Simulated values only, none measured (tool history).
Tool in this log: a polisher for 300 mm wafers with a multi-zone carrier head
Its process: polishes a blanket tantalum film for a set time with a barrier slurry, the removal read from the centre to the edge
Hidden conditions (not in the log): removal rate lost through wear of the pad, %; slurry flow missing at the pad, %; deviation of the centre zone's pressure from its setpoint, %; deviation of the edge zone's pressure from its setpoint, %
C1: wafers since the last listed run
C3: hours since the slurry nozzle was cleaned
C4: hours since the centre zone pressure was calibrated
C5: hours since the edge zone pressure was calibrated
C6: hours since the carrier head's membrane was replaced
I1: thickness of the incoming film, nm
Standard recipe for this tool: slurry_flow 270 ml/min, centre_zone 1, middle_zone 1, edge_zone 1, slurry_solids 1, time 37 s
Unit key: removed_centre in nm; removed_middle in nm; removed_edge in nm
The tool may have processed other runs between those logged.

{"run": 1, "hour": 0.0, "slurry_flow": 270, "centre_zone": 1, "middle_zone": 1, "edge_zone": 1, "slurry_solids": 1, "time": 37, "C1": 0, "wafers polished on this pad": 2314, "C3": 390.4, "C4": 40.3, "C5": 834, "C6": 467.2, "I1": 397.4, "removed_centre": 93.6, "removed_middle": 96, "removed_edge": 93.1}
{"run": 2, "hour": 60.7, "slurry_flow": 270, "centre_zone": 1, "middle_zone": 1, "edge_zone": 1, "slurry_solids": 1, "time": 44, "C1": 880, "wafers polished on this pad": 3195, "C3": 451.1, "C4": 101, "C5": 894.7, "C6": 527.9, "I1": 399.8, "removed_centre": 110.2, "removed_middle": 111.3, "removed_edge": 110.6}
{"run": 3, "hour": 85.6, "slurry_flow": 270, "centre_zone": 1, "middle_zone": 1, "edge_zone": 1, "slurry_solids": 1, "time": 44, "C1": 361, "wafers polished on this pad": 3556, "C3": 476, "C4": 125.9, "C5": 919.6, "C6": 552.8, "I1": 399.5, "removed_centre": 109.3, "removed_middle": 108.8, "removed_edge": 110.9}
{"hour": 149.6, "done": "slurry nozzle cleaned"}
{"hour": 158.0, "done": "edge zone pressure recalibrated"}
{"hour": 269.7, "done": "worn pad replaced by a new one, repeated, since the last time left the tool worse"}
{"run": 4, "hour": 298.8, "slurry_flow": 270, "centre_zone": 1, "middle_zone": 1.09, "edge_zone": 1, "slurry_solids": 1, "time": 37, "C1": 2992, "wafers polished on this pad": 422, "C3": 149.2, "C4": 339.1, "C5": 140.8, "C6": 766, "I1": 402.6, "removed_centre": 102.7, "removed_middle": 112.8, "removed_edge": 103.7}
{"run": 5, "hour": 344.8, "slurry_flow": 270, "centre_zone": 1.04, "middle_zone": 1.04, "edge_zone": 1.07, "slurry_solids": 1, "time": 37, "C1": 667, "wafers polished on this pad": 1089, "C3": 195.2, "C4": 385.1, "C5": 186.8, "C6": 812, "I1": 395.3, "removed_centre": 109.8, "removed_middle": 110.9, "removed_edge": 106.9}
{"run": 6, "hour": 411.7, "slurry_flow": 270, "centre_zone": 1, "middle_zone": 1, "edge_zone": 1, "slurry_solids": 1, "time": 37, "C1": 970, "wafers polished on this pad": 2060, "C3": 262.1, "C4": 452, "C5": 253.7, "C6": 878.9, "I1": 395.9, "removed_centre": 104.9, "removed_middle": 104.2, "removed_edge": 104}
{"run": 7, "hour": 450.7, "slurry_flow": 270, "centre_zone": 1, "middle_zone": 1, "edge_zone": 1, "slurry_solids": 1, "time": 37, "C1": 565, "wafers polished on this pad": 2626, "C3": 301.1, "C4": 491, "C5": 292.7, "C6": 917.9, "I1": 398.3, "removed_centre": 102.4, "removed_middle": 105.5, "removed_edge": 104.2}
{"run": 8, "hour": 486.5, "slurry_flow": 270, "centre_zone": 1.1, "middle_zone": 1, "edge_zone": 1, "slurry_solids": 1, "time": 37, "C1": 519, "wafers polished on this pad": 3145, "C3": 336.9, "C4": 526.8, "C5": 328.5, "C6": 953.7, "I1": 400.5, "removed_centre": 113.4, "removed_middle": 102.5, "removed_edge": 103.7}
{"run": 9, "hour": 533.5, "slurry_flow": 270, "centre_zone": 1.11, "middle_zone": 1, "edge_zone": 1, "slurry_solids": 1, "time": 37, "C1": 681, "wafers polished on this pad": 3827, "C3": 383.9, "C4": 573.8, "C5": 375.5, "C6": 1000.7, "I1": 393.1, "removed_centre": 111.7, "removed_middle": 104.5, "removed_edge": 102.3}
{"run": 10, "hour": 584.2, "slurry_flow": 340, "centre_zone": 1, "middle_zone": 1, "edge_zone": 1, "slurry_solids": 1, "time": 25, "C1": 735, "wafers polished on this pad": 4563, "C3": 434.6, "C4": 624.5, "C5": 426.2, "C6": 1051.4, "I1": 400.5, "removed_centre": 70.6, "removed_middle": 70.7, "removed_edge": 69.9}
{"hour": 599.7, "done": "slurry nozzle cleaned"}
{"run": 11, "hour": 615.0, "slurry_flow": 270, "centre_zone": 1, "middle_zone": 1, "edge_zone": 1.07, "slurry_solids": 1, "time": 26, "C1": 432, "wafers polished on this pad": 4995, "C3": 15.3, "C4": 655.3, "C5": 457, "C6": 1082.2, "I1": 408, "removed_centre": 71.9, "removed_middle": 70.3, "removed_edge": 74.1}
{"hour": 658.7, "done": "worn pad replaced by a new one"}
{"run": 12, "hour": 661.1, "slurry_flow": 270, "centre_zone": 0.93, "middle_zone": 1, "edge_zone": 1, "slurry_solids": 1, "time": 28, "C1": 610, "wafers polished on this pad": 35, "C3": 61.4, "C4": 701.4, "C5": 503.1, "C6": 1128.3, "I1": 401.1, "removed_centre": 73.2, "removed_middle": 79.5, "removed_edge": 78.2}
{"run": 13, "hour": 722.6, "slurry_flow": 270, "centre_zone": 0.96, "middle_zone": 1.08, "edge_zone": 1, "slurry_solids": 1, "time": 37, "C1": 892, "wafers polished on this pad": 927, "C3": 122.9, "C4": 762.9, "C5": 564.6, "C6": 1189.8, "I1": 399.2, "removed_centre": 99.7, "removed_middle": 108.7, "removed_edge": 105.4}
{"run": 14, "hour": 766.6, "slurry_flow": 270, "centre_zone": 1, "middle_zone": 1, "edge_zone": 1.07, "slurry_solids": 1.1, "time": 37, "C1": 638, "wafers polished on this pad": 1566, "C3": 166.9, "C4": 806.9, "C5": 608.6, "C6": 1233.8, "I1": 403, "removed_centre": 107, "removed_middle": 106.7, "removed_edge": 111.4}
{"hour": 828.1, "done": "carrier head's membrane replaced by a new one"}
{"run": 15, "hour": 828.7, "slurry_flow": 220, "centre_zone": 1, "middle_zone": 0.91, "edge_zone": 0.97, "slurry_solids": 1, "time": 37, "C1": 828, "wafers polished on this pad": 2394, "C3": 229, "C4": 869, "C5": 670.7, "C6": 0.6, "I1": 401.7, "removed_centre": 102, "removed_middle": 96.6, "removed_edge": 99.7}
{"run": 16, "hour": 866.4, "slurry_flow": 225, "centre_zone": 0.92, "middle_zone": 1.04, "edge_zone": 0.95, "slurry_solids": 1, "time": 37, "C1": 547, "wafers polished on this pad": 2941, "C3": 266.7, "C4": 906.7, "C5": 708.4, "C6": 38.3, "I1": 403.9, "removed_centre": 90.7, "removed_middle": 105.2, "removed_edge": 98.4}
{"hour": 877.4, "done": "centre zone pressure recalibrated"}
{"run": 17, "hour": 894.7, "slurry_flow": 270, "centre_zone": 1, "middle_zone": 1, "edge_zone": 1, "slurry_solids": 1, "time": 37, "C1": 381, "wafers polished on this pad": 3323, "C3": 295, "C4": 17.3, "C5": 736.7, "C6": 66.6, "I1": 400.7, "removed_centre": 103.2, "removed_middle": 101.1, "removed_edge": 102.6}
{"run": 18, "hour": 946.2, "slurry_flow": 270, "centre_zone": 1, "middle_zone": 1, "edge_zone": 1, "slurry_solids": 1, "time": 37, "C1": 747, "wafers polished on this pad": 4070, "C3": 346.5, "C4": 68.8, "C5": 788.2, "C6": 118.1, "I1": 403.2, "removed_centre": 102, "removed_middle": 104.3, "removed_edge": 103.7}
{"run": 19, "hour": 1013.3, "slurry_flow": 270, "centre_zone": 1, "middle_zone": 1, "edge_zone": 1.07, "slurry_solids": 0.75, "time": 37, "C1": 973, "wafers polished on this pad": 5044, "C3": 413.6, "C4": 135.9, "C5": 855.3, "C6": 185.2, "I1": 400.1, "removed_centre": 96.3, "removed_middle": 98, "removed_edge": 99.8}
{"hour": 1019.7, "done": "edge zone pressure recalibrated"}
{"run": 20, "hour": 1062.5, "slurry_flow": 270, "centre_zone": 1, "middle_zone": 1.09, "edge_zone": 0.93, "slurry_solids": 1, "time": 37, "C1": 684, "wafers polished on this pad": 5729, "C3": 462.8, "C4": 185.1, "C5": 42.8, "C6": 234.4, "I1": 398.3, "removed_centre": 98.3, "removed_middle": 103.6, "removed_edge": 96.9}
{"hour": 1104.0, "done": "slurry nozzle cleaned"}
{"hour": 1117.3, "done": "worn pad replaced by a new one"}
{"run": 21, "hour": 1219.0, "slurry_flow": 270, "centre_zone": 1, "middle_zone": 1, "edge_zone": 1, "slurry_solids": 1, "time": 37, "C1": 2198, "wafers polished on this pad": 1475, "C3": 115, "C4": 341.6, "C5": 199.3, "C6": 390.9, "I1": 398.2, "removed_centre": 103.9, "removed_middle": 105.2, "removed_edge": 102.8}
{"run": 22, "hour": 1267.8, "slurry_flow": 270, "centre_zone": 1, "middle_zone": 1, "edge_zone": 0.97, "slurry_solids": 1.15, "time": 43, "C1": 708, "wafers polished on this pad": 2183, "C3": 163.8, "C4": 390.4, "C5": 248.1, "C6": 439.7, "I1": 396.5, "removed_centre": 121.8, "removed_middle": 124.3, "removed_edge": 120.4}

Across each entry between runs, compare the hidden state at the last listed run before it with the hidden state at the first listed run after it:
From run 3 to run 4: slurry nozzle cleaned (hour 149.6); edge zone pressure recalibrated (hour 158); worn pad replaced by a new one, repeated, since the last time left the tool worse (hour 269.7)
  removal rate lost through wear of the pad, %: 12 -> 0.355
  difference, measured minus the result without the unlogged condition, removed_centre: -14.9 -> -0.4 nm; removed_middle: -14.8 -> -0.4 nm; removed_edge: -15.1 -> -0.4 nm
From run 10 to run 11: slurry nozzle cleaned (hour 599.7)
  removal rate lost through wear of the pad, %: 3.2 -> 3.78
  difference, measured minus the result without the unlogged condition, removed_centre: -2.3 -> -2.8 nm; removed_middle: -2.3 -> -2.7 nm; removed_edge: -2.3 -> -2.9 nm
From run 11 to run 12: worn pad replaced by a new one (hour 658.7)
  removal rate lost through wear of the pad, %: 3.78 -> 0.243
  difference, measured minus the result without the unlogged condition, removed_centre: -2.8 -> -0.1 nm; removed_middle: -2.7 -> -0.2 nm; removed_edge: -2.9 -> -0.2 nm
From run 14 to run 15: carrier head's membrane replaced by a new one (hour 828.1)
  removal rate lost through wear of the pad, %: 0.58 -> 1.08
  difference, measured minus the result without the unlogged condition, removed_centre: -0.6 -> -1.1 nm; removed_middle: -0.6 -> -1 nm; removed_edge: -0.6 -> -1.1 nm
From run 16 to run 17: centre zone pressure recalibrated (hour 877.4)
  removal rate lost through wear of the pad, %: 1.49 -> 1.86
  difference, measured minus the result without the unlogged condition, removed_centre: -1.4 -> -2 nm; removed_middle: -1.5 -> -1.9 nm; removed_edge: -1.5 -> -2 nm
From run 19 to run 20: edge zone pressure recalibrated (hour 1019.7)
  removal rate lost through wear of the pad, %: 3.89 -> 4.97
  difference, measured minus the result without the unlogged condition, removed_centre: -3.9 -> -5.1 nm; removed_middle: -3.9 -> -5.4 nm; removed_edge: -4 -> -5.1 nm
From run 20 to run 21: slurry nozzle cleaned (hour 1104); worn pad replaced by a new one (hour 1117.3)
  removal rate lost through wear of the pad, %: 4.97 -> 1.32
  difference, measured minus the result without the unlogged condition, removed_centre: -5.1 -> -1.4 nm; removed_middle: -5.4 -> -1.4 nm; removed_edge: -5.1 -> -1.4 nm

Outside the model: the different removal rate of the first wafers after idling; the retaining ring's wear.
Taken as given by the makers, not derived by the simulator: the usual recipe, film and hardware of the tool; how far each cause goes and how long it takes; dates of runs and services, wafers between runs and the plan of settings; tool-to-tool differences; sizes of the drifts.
